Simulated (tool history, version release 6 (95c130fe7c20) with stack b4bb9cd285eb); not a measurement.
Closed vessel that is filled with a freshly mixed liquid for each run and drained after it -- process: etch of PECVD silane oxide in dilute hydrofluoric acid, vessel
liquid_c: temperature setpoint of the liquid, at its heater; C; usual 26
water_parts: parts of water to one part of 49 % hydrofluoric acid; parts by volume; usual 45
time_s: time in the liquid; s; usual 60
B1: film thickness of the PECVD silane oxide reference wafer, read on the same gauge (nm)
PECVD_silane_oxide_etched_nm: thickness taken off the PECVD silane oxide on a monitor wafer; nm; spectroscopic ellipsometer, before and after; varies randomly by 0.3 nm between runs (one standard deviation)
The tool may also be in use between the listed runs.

run 1 day=0 | liquid_c=27.5 water_parts=45 time_s=60 | B1=99.98 | PECVD_silane_oxide_etched_nm=29.02
run 2 day=1.046 | liquid_c=27.5 water_parts=45 time_s=60 | B1=99.98 | PECVD_silane_oxide_etched_nm=28.52
run 3 day=2.471 | liquid_c=27.5 water_parts=45 time_s=60 | B1=100.01 | PECVD_silane_oxide_etched_nm=28.69
run 4 day=3.579 | liquid_c=26 water_parts=45 time_s=60 | B1=100 | PECVD_silane_oxide_etched_nm=27.35
run 5 day=4.104 | liquid_c=26 water_parts=45 time_s=60 | B1=100.03 | PECVD_silane_oxide_etched_nm=27.13
run 6 day=4.896 | liquid_c=26 water_parts=45 time_s=60 | B1=100.05 | PECVD_silane_oxide_etched_nm=26.86
run 7 day=5.579 | liquid_c=26 water_parts=45 time_s=60 | B1=99.98 | PECVD_silane_oxide_etched_nm=27.08
run 8 day=6.529 | liquid_c=26 water_parts=45 time_s=60 | B1=100.01 | PECVD_silane_oxide_etched_nm=26.39
-- day=6.954 hydrofluoric acid flow meter replaced
run 9 day=7.146 | liquid_c=26 water_parts=45 time_s=60 | B1=100.02 | PECVD_silane_oxide_etched_nm=30.73
run 10 day=8.554 | liquid_c=27 water_parts=45 time_s=60 | B1=100.03 | PECVD_silane_oxide_etched_nm=31.56
run 11 day=9.817 | liquid_c=27 water_parts=45 time_s=60 | B1=100.01 | PECVD_silane_oxide_etched_nm=31.92
run 12 day=10.438 | liquid_c=28.5 water_parts=45 time_s=60 | B1=99.99 | PECVD_silane_oxide_etched_nm=33.86
-- day=10.725 gauge calibrated
run 13 day=11.388 | liquid_c=28.5 water_parts=45 time_s=60 | B1=100 | PECVD_silane_oxide_etched_nm=33.22
run 14 day=12.017 | liquid_c=29 water_parts=45 time_s=60 | B1=99.99 | PECVD_silane_oxide_etched_nm=34.17
run 15 day=13.083 | liquid_c=26 water_parts=55 time_s=60 | B1=100.02 | PECVD_silane_oxide_etched_nm=24.48
run 16 day=14.229 | liquid_c=26 water_parts=45 time_s=60 | B1=100.01 | PECVD_silane_oxide_etched_nm=30.42
run 17 day=15.383 | liquid_c=26 water_parts=45 time_s=60 | B1=99.98 | PECVD_silane_oxide_etched_nm=30.35
run 18 day=16.171 | liquid_c=30.5 water_parts=55 time_s=80 | B1=100 | PECVD_silane_oxide_etched_nm=38.43
-- day=16.858 thermometer replaced
run 19 day=17.229 | liquid_c=26 water_parts=45 time_s=60 | B1=100.04 | PECVD_silane_oxide_etched_nm=30.29
run 20 day=18.308 | liquid_c=26 water_parts=45 time_s=60 | B1=100.01 | PECVD_silane_oxide_etched_nm=30.21
run 21 day=19.504 | liquid_c=26 water_parts=45 time_s=60 | B1=99.94 | PECVD_silane_oxide_etched_nm=29.58
run 22 day=20.533 | liquid_c=30.5 water_parts=30 time_s=75 | B1=100.02 | PECVD_silane_oxide_etched_nm=69.4
run 23 day=21.175 | liquid_c=28.5 water_parts=45 time_s=80 | B1=100.02 | PECVD_silane_oxide_etched_nm=44.05
run 24 day=22.092 | liquid_c=26 water_parts=45 time_s=80 | B1=100.03 | PECVD_silane_oxide_etched_nm=40.07
run 25 day=22.767 | liquid_c=24.5 water_parts=45 time_s=60 | B1=100.01 | PECVD_silane_oxide_etched_nm=27.8
run 26 day=23.767 | liquid_c=29.5 water_parts=60 time_s=35 | B1=100.05 | PECVD_silane_oxide_etched_nm=15
run 27 day=24.271 | liquid_c=29.5 water_parts=45 time_s=60 | B1=100.03 | PECVD_silane_oxide_etched_nm=34.23
run 28 day=25.071 | liquid_c=26 water_parts=45 time_s=60 | B1=99.98 | PECVD_silane_oxide_etched_nm=29.6
run 29 day=26.104 | liquid_c=26 water_parts=45 time_s=35 | B1=99.98 | PECVD_silane_oxide_etched_nm=17.14
run 30 day=26.675 | liquid_c=26 water_parts=45 time_s=60 | B1=99.96 | PECVD_silane_oxide_etched_nm=29.84
run 31 day=27.692 | liquid_c=29 water_parts=65 time_s=80 | B1=100.02 | PECVD_silane_oxide_etched_nm=30.38
run 32 day=28.696 | liquid_c=26 water_parts=45 time_s=60 | B1=100.03 | PECVD_silane_oxide_etched_nm=29.86
run 33 day=29.212 | liquid_c=21.5 water_parts=45 time_s=60 | B1=100.01 | PECVD_silane_oxide_etched_nm=24.22
run 34 day=30.029 | liquid_c=26 water_parts=55 time_s=85 | B1=100.02 | PECVD_silane_oxide_etched_nm=33.69

Forecast each of these 3 alternatives for the next run:
run A day=30.058 | liquid_c=26 water_parts=45 time_s=60 | B1=? | PECVD_silane_oxide_etched_nm=?
run B day=30.058 | liquid_c=26 water_parts=60 time_s=60 | B1=? | PECVD_silane_oxide_etched_nm=?
run C day=30.058 | liquid_c=24 water_parts=45 time_s=85 | B1=? | PECVD_silane_oxide_etched_nm=?

run=A B1=99.99 PECVD_silane_oxide_etched_nm=29.37
run=B B1=99.99 PECVD_silane_oxide_etched_nm=21.56
run=C B1=99.99 PECVD_silane_oxide_etched_nm=38.34
Had the tool no hidden state, the same runs would have come out as:
run=A PECVD_silane_oxide_etched_nm=30.68
run=B PECVD_silane_oxide_etched_nm=22.54
run=C PECVD_silane_oxide_etched_nm=40.05
